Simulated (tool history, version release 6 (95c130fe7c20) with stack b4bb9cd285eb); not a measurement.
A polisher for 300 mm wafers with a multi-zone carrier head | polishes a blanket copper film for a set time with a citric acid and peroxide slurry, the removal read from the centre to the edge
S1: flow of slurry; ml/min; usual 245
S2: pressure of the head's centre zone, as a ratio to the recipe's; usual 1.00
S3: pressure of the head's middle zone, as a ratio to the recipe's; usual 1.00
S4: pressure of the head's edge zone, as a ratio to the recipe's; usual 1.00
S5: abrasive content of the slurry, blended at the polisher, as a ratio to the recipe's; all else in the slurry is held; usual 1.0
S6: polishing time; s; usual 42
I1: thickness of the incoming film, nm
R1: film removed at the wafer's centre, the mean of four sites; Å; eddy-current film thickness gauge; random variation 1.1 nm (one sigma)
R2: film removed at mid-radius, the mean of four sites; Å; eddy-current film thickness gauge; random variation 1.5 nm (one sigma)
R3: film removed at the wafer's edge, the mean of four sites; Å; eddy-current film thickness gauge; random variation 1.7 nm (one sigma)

run 1 day=0.000 | S1=245 S2=1.00 S3=1.00 S4=1.03 S5=1.0 S6=42 | I1=788.5 | R1=1182 R2=1169 R3=1172
run 2 day=1.092 | S1=245 S2=1.00 S3=1.07 S4=1.00 S5=1.0 S6=42 | I1=784.5 | R1=1133 R2=1229 R3=1139
-- day=1.600 slurry nozzle cleaned
run 3 day=1.783 | S1=245 S2=1.00 S3=1.07 S4=1.00 S5=1.0 S6=42 | I1=783.4 | R1=1185 R2=1268 R3=1176
run 4 day=2.867 | S1=245 S2=1.00 S3=1.00 S4=1.00 S5=1.0 S6=42 | I1=768.8 | R1=1186 R2=1160 R3=1113
run 5 day=3.779 | S1=245 S2=1.00 S3=1.00 S4=1.00 S5=1.0 S6=42 | I1=779.7 | R1=1163 R2=1158 R3=1103
-- day=4.333 worn pad replaced by a new one
run 6 day=4.725 | S1=245 S2=1.00 S3=1.00 S4=1.05 S5=1.0 S6=42 | I1=793.4 | R1=1231 R2=1219 R3=1241
run 7 day=5.371 | S1=245 S2=1.00 S3=1.00 S4=1.05 S5=1.0 S6=42 | I1=791.0 | R1=1200 R2=1195 R3=1188
run 8 day=6.779 | S1=245 S2=1.00 S3=1.00 S4=1.00 S5=1.0 S6=42 | I1=786.3 | R1=1182 R2=1162 R3=1168
run 9 day=7.346 | S1=245 S2=0.94 S3=1.00 S4=1.00 S5=0.8 S6=42 | I1=771.7 | R1=1087 R2=1127 R3=1114
run 10 day=8.258 | S1=245 S2=1.00 S3=1.00 S4=1.00 S5=1.0 S6=42 | I1=777.4 | R1=1161 R2=1165 R3=1104
run 11 day=8.925 | S1=210 S2=1.00 S3=1.09 S4=1.00 S5=1.2 S6=54 | I1=764.8 | R1=1483 R2=1576 R3=1455
run 12 day=9.688 | S1=245 S2=1.00 S3=0.92 S4=0.89 S5=1.0 S6=42 | I1=777.2 | R1=1150 R2=1039 R3=1045
-- day=10.046 worn pad replaced by a new one
run 13 day=10.371 | S1=190 S2=0.93 S3=1.11 S4=1.00 S5=1.0 S6=29 | I1=769.7 | R1=781 R2=886 R3=813
-- day=10.975 carrier head's membrane replaced by a new one
-- day=11.158 centre zone pressure recalibrated
run 14 day=11.438 | S1=310 S2=1.00 S3=0.88 S4=1.00 S5=1.0 S6=51 | I1=775.6 | R1=1515 R2=1384 R3=1403
run 15 day=12.279 | S1=190 S2=1.00 S3=1.00 S4=1.00 S5=1.0 S6=42 | I1=771.5 | R1=1170 R2=1173 R3=1124
run 16 day=13.104 | S1=245 S2=0.94 S3=1.00 S4=1.00 S5=0.8 S6=42 | I1=789.8 | R1=1109 R2=1132 R3=1119
run 17 day=13.621 | S1=300 S2=1.10 S3=1.00 S4=1.10 S5=1.0 S6=37 | I1=785.9 | R1=1152 R2=1037 R3=1043
run 18 day=14.500 | S1=270 S2=1.05 S3=0.93 S4=0.94 S5=1.0 S6=42 | I1=770.0 | R1=1192 R2=1106 R3=1062
run 19 day=15.746 | S1=245 S2=0.92 S3=1.00 S4=1.00 S5=1.0 S6=55 | I1=773.4 | R1=1403 R2=1484 R3=1430
-- day=16.438 worn pad replaced by a new one
run 20 day=17.200 | S1=210 S2=1.00 S3=1.09 S4=1.00 S5=1.2 S6=54 | I1=787.8 | R1=1559 R2=1650 R3=1547

5 ways to go on from here, each from the tool as it stands after run 20. What would each give?
run A day=17.217 | S1=245 S2=1.00 S3=1.00 S4=1.00 S5=1.0 S6=42 | I1=781.2 | R1=? R2=? R3=?
run B day=17.217 | S1=245 S2=0.96 S3=0.91 S4=1.00 S5=1.0 S6=42 | I1=781.2 | R1=? R2=? R3=?
run C day=17.217 | S1=245 S2=1.10 S3=0.92 S4=1.00 S5=1.0 S6=53 | I1=781.2 | R1=? R2=? R3=?
run D day=17.217 | S1=245 S2=1.00 S3=1.00 S4=0.93 S5=1.0 S6=42 | I1=781.2 | R1=? R2=? R3=?
run E day=17.217 | S1=285 S2=1.00 S3=1.00 S4=1.04 S5=1.0 S6=42 | I1=781.2 | R1=? R2=? R3=?

run=A R1=1211 R2=1186 R3=1194
run=B R1=1175 R2=1108 R3=1195
run=C R1=1638 R2=1408 R3=1508
run=D R1=1211 R2=1186 R3=1160
run=E R1=1232 R2=1204 R3=1227
Without the tool's hidden state the same runs would have given:
run=A R1=1260 R2=1231 R3=1232
run=B R1=1222 R2=1150 R3=1234
run=C R1=1705 R2=1462 R3=1556
run=D R1=1260 R2=1231 R3=1198
run=E R1=1278 R2=1247 R3=1265
